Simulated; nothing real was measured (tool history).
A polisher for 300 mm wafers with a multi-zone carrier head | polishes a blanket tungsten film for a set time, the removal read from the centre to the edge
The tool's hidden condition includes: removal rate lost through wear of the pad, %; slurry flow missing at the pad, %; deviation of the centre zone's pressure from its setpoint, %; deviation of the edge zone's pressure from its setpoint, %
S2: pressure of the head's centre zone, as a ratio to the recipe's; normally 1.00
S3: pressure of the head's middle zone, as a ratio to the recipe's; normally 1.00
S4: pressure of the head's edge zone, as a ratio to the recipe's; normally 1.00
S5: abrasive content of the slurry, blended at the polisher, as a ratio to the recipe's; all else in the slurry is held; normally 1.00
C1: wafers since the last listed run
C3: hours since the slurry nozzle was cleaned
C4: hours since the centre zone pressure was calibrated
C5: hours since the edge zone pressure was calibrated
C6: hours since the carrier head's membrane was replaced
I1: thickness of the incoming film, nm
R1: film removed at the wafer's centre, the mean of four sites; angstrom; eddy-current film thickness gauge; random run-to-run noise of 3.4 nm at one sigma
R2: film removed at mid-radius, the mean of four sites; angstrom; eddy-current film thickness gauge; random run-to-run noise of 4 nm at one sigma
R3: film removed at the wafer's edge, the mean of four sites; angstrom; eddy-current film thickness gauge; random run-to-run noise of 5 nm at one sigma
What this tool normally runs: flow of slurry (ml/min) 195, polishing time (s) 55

{"run": 1, "hour": 0.0, "flow of slurry (ml/min)": 195, "S2": 1.0, "S3": 1.0, "S4": 0.97, "S5": 1.0, "polishing time (s)": 55, "C1": 0, "wafers polished on this pad": 1399, "C3": 6.6, "C4": 518.5, "C5": 707.9, "C6": 9.9, "I1": 1579.8, "R1": 4352, "R2": 4299, "R3": 4472}
{"run": 2, "hour": 40.5, "flow of slurry (ml/min)": 195, "S2": 1.0, "S3": 1.0, "S4": 0.97, "S5": 1.0, "polishing time (s)": 55, "C1": 347, "wafers polished on this pad": 1746, "C3": 47.1, "C4": 559.0, "C5": 748.4, "C6": 50.4, "I1": 1608.0, "R1": 4362, "R2": 4392, "R3": 4452}
{"run": 3, "hour": 104.1, "flow of slurry (ml/min)": 195, "S2": 1.0, "S3": 1.0, "S4": 1.0, "S5": 1.0, "polishing time (s)": 64, "C1": 545, "wafers polished on this pad": 2292, "C3": 110.7, "C4": 622.6, "C5": 812.0, "C6": 114.0, "I1": 1597.0, "R1": 5136, "R2": 5065, "R3": 5174}
{"hour": 153.5, "done": "worn pad replaced by a new one"}
{"run": 4, "hour": 171.3, "flow of slurry (ml/min)": 195, "S2": 1.0, "S3": 1.0, "S4": 1.07, "S5": 1.0, "polishing time (s)": 55, "C1": 541, "wafers polished on this pad": 152, "C3": 177.9, "C4": 689.8, "C5": 879.2, "C6": 181.2, "I1": 1595.7, "R1": 4439, "R2": 4358, "R3": 4641}
{"run": 5, "hour": 203.3, "flow of slurry (ml/min)": 195, "S2": 1.0, "S3": 1.0, "S4": 1.0, "S5": 1.0, "polishing time (s)": 55, "C1": 274, "wafers polished on this pad": 426, "C3": 209.9, "C4": 721.8, "C5": 911.2, "C6": 213.2, "I1": 1580.2, "R1": 4407, "R2": 4327, "R3": 4494}
{"run": 6, "hour": 267.4, "flow of slurry (ml/min)": 140, "S2": 1.0, "S3": 0.9, "S4": 1.0, "S5": 1.0, "polishing time (s)": 67, "C1": 549, "wafers polished on this pad": 976, "C3": 274.0, "C4": 785.9, "C5": 975.3, "C6": 277.3, "I1": 1575.2, "R1": 5035, "R2": 4565, "R3": 5431}
{"run": 7, "hour": 313.8, "flow of slurry (ml/min)": 195, "S2": 1.0, "S3": 1.0, "S4": 1.0, "S5": 1.0, "polishing time (s)": 55, "C1": 397, "wafers polished on this pad": 1374, "C3": 320.4, "C4": 832.3, "C5": 1021.7, "C6": 323.7, "I1": 1581.6, "R1": 4388, "R2": 4358, "R3": 4521}
{"hour": 322.2, "done": "edge zone pressure recalibrated"}
{"run": 8, "hour": 371.9, "flow of slurry (ml/min)": 195, "S2": 1.08, "S3": 1.0, "S4": 1.0, "S5": 1.0, "polishing time (s)": 36, "C1": 480, "wafers polished on this pad": 1855, "C3": 378.5, "C4": 890.4, "C5": 49.7, "C6": 381.8, "I1": 1561.4, "R1": 3117, "R2": 2872, "R3": 2975}
{"hour": 380.0, "done": "slurry nozzle cleaned"}
{"run": 9, "hour": 401.3, "flow of slurry (ml/min)": 195, "S2": 1.0, "S3": 1.0, "S4": 0.9, "S5": 1.0, "polishing time (s)": 55, "C1": 243, "wafers polished on this pad": 2098, "C3": 21.3, "C4": 919.8, "C5": 79.1, "C6": 411.2, "I1": 1588.3, "R1": 4429, "R2": 4365, "R3": 4273}
{"run": 10, "hour": 452.1, "flow of slurry (ml/min)": 195, "S2": 1.11, "S3": 1.0, "S4": 0.91, "S5": 0.85, "polishing time (s)": 37, "C1": 435, "wafers polished on this pad": 2533, "C3": 72.1, "C4": 970.6, "C5": 129.9, "C6": 462.0, "I1": 1571.3, "R1": 3167, "R2": 2733, "R3": 2728}
{"run": 11, "hour": 483.6, "flow of slurry (ml/min)": 250, "S2": 1.07, "S3": 1.0, "S4": 1.05, "S5": 1.0, "polishing time (s)": 55, "C1": 270, "wafers polished on this pad": 2803, "C3": 103.6, "C4": 1002.1, "C5": 161.4, "C6": 493.5, "I1": 1574.3, "R1": 4875, "R2": 4515, "R3": 4672}
{"run": 12, "hour": 508.4, "flow of slurry (ml/min)": 235, "S2": 1.04, "S3": 1.0, "S4": 1.0, "S5": 0.9, "polishing time (s)": 55, "C1": 212, "wafers polished on this pad": 3016, "C3": 128.4, "C4": 1026.9, "C5": 186.2, "C6": 518.3, "I1": 1575.5, "R1": 4512, "R2": 4293, "R3": 4428}
{"hour": 515.3, "done": "worn pad replaced by a new one"}
{"run": 13, "hour": 539.2, "flow of slurry (ml/min)": 170, "S2": 0.9, "S3": 0.95, "S4": 1.0, "S5": 1.0, "polishing time (s)": 55, "C1": 229, "wafers polished on this pad": 204, "C3": 159.2, "C4": 1057.7, "C5": 217.0, "C6": 549.1, "I1": 1583.7, "R1": 3885, "R2": 4113, "R3": 4409}
{"run": 14, "hour": 566.2, "flow of slurry (ml/min)": 195, "S2": 1.0, "S3": 1.0, "S4": 1.06, "S5": 1.0, "polishing time (s)": 55, "C1": 231, "wafers polished on this pad": 436, "C3": 186.2, "C4": 1084.7, "C5": 244.0, "C6": 576.1, "I1": 1604.9, "R1": 4467, "R2": 4366, "R3": 4610}
{"run": 15, "hour": 605.7, "flow of slurry (ml/min)": 195, "S2": 1.05, "S3": 1.0, "S4": 0.96, "S5": 1.0, "polishing time (s)": 36, "C1": 338, "wafers polished on this pad": 774, "C3": 225.7, "C4": 1124.2, "C5": 283.5, "C6": 615.6, "I1": 1596.2, "R1": 3047, "R2": 2809, "R3": 2905}
{"hour": 621.4, "done": "centre zone pressure recalibrated"}
{"run": 16, "hour": 674.7, "flow of slurry (ml/min)": 195, "S2": 1.0, "S3": 1.1, "S4": 1.0, "S5": 1.0, "polishing time (s)": 55, "C1": 574, "wafers polished on this pad": 1349, "C3": 294.7, "C4": 53.3, "C5": 352.5, "C6": 684.6, "I1": 1585.7, "R1": 4450, "R2": 4752, "R3": 4476}
{"run": 17, "hour": 742.3, "flow of slurry (ml/min)": 195, "S2": 1.0, "S3": 1.0, "S4": 1.0, "S5": 1.0, "polishing time (s)": 55, "C1": 579, "wafers polished on this pad": 1928, "C3": 362.3, "C4": 120.9, "C5": 420.1, "C6": 752.2, "I1": 1569.7, "R1": 4407, "R2": 4334, "R3": 4500}
{"run": 18, "hour": 800.9, "flow of slurry (ml/min)": 250, "S2": 1.1, "S3": 1.0, "S4": 1.0, "S5": 1.0, "polishing time (s)": 55, "C1": 502, "wafers polished on this pad": 2431, "C3": 420.9, "C4": 179.5, "C5": 478.7, "C6": 810.8, "I1": 1582.9, "R1": 5023, "R2": 4454, "R3": 4650}
{"run": 19, "hour": 850.9, "flow of slurry (ml/min)": 195, "S2": 1.11, "S3": 1.0, "S4": 1.0, "S5": 1.0, "polishing time (s)": 55, "C1": 428, "wafers polished on this pad": 2859, "C3": 470.9, "C4": 229.5, "C5": 528.7, "C6": 860.8, "I1": 1565.7, "R1": 4889, "R2": 4324, "R3": 4498}
{"hour": 889.2, "done": "slurry nozzle cleaned"}
{"hour": 905.0, "done": "worn pad replaced by a new one"}
{"run": 20, "hour": 905.5, "flow of slurry (ml/min)": 195, "S2": 1.0, "S3": 1.0, "S4": 1.0, "S5": 1.0, "polishing time (s)": 55, "C1": 425, "wafers polished on this pad": 4, "C3": 16.3, "C4": 284.1, "C5": 583.3, "C6": 915.4, "I1": 1583.0, "R1": 4358, "R2": 4381, "R3": 4484}
{"run": 21, "hour": 956.5, "flow of slurry (ml/min)": 195, "S2": 1.05, "S3": 1.0, "S4": 1.0, "S5": 1.0, "polishing time (s)": 55, "C1": 437, "wafers polished on this pad": 441, "C3": 67.3, "C4": 335.1, "C5": 634.3, "C6": 966.4, "I1": 1611.5, "R1": 4577, "R2": 4373, "R3": 4454}
{"run": 22, "hour": 1008.4, "flow of slurry (ml/min)": 195, "S2": 1.0, "S3": 1.04, "S4": 1.0, "S5": 0.85, "polishing time (s)": 55, "C1": 444, "wafers polished on this pad": 886, "C3": 119.2, "C4": 387.0, "C5": 686.2, "C6": 1018.3, "I1": 1578.8, "R1": 4159, "R2": 4329, "R3": 4208}

Forecast each of these 3 alternatives for the next run:
{"run": "A", "hour": 1008.8, "flow of slurry (ml/min)": 250, "S2": 1.0, "S3": 1.0, "S4": 1.0, "S5": 1.0, "polishing time (s)": 55, "C1": 3, "wafers polished on this pad": 889, "C3": 119.6, "C4": 387.4, "C5": 686.6, "C6": 1018.7, "I1": 1543.3, "R1": "?", "R2": "?", "R3": "?"}
{"run": "B", "hour": 1008.8, "flow of slurry (ml/min)": 250, "S2": 1.0, "S3": 1.11, "S4": 1.0, "S5": 1.0, "polishing time (s)": 55, "C1": 3, "wafers polished on this pad": 889, "C3": 119.6, "C4": 387.4, "C5": 686.6, "C6": 1018.7, "I1": 1543.3, "R1": "?", "R2": "?", "R3": "?"}
{"run": "C", "hour": 1008.8, "flow of slurry (ml/min)": 130, "S2": 1.0, "S3": 1.0, "S4": 1.0, "S5": 1.0, "polishing time (s)": 55, "C1": 3, "wafers polished on this pad": 889, "C3": 119.6, "C4": 387.4, "C5": 686.6, "C6": 1018.7, "I1": 1543.3, "R1": "?", "R2": "?", "R3": "?"}

run=A R1=4551 R2=4498 R3=4704
run=B R1=4555 R2=4916 R3=4697
run=C R1=4083 R2=4085 R3=4385
The same runs, with their run-to-run variation unchanged, on a tool lacking any hidden condition would have given:
run=A R1=4551 R2=4498 R3=4704
run=B R1=4555 R2=4916 R3=4697
run=C R1=4083 R2=4085 R3=4385
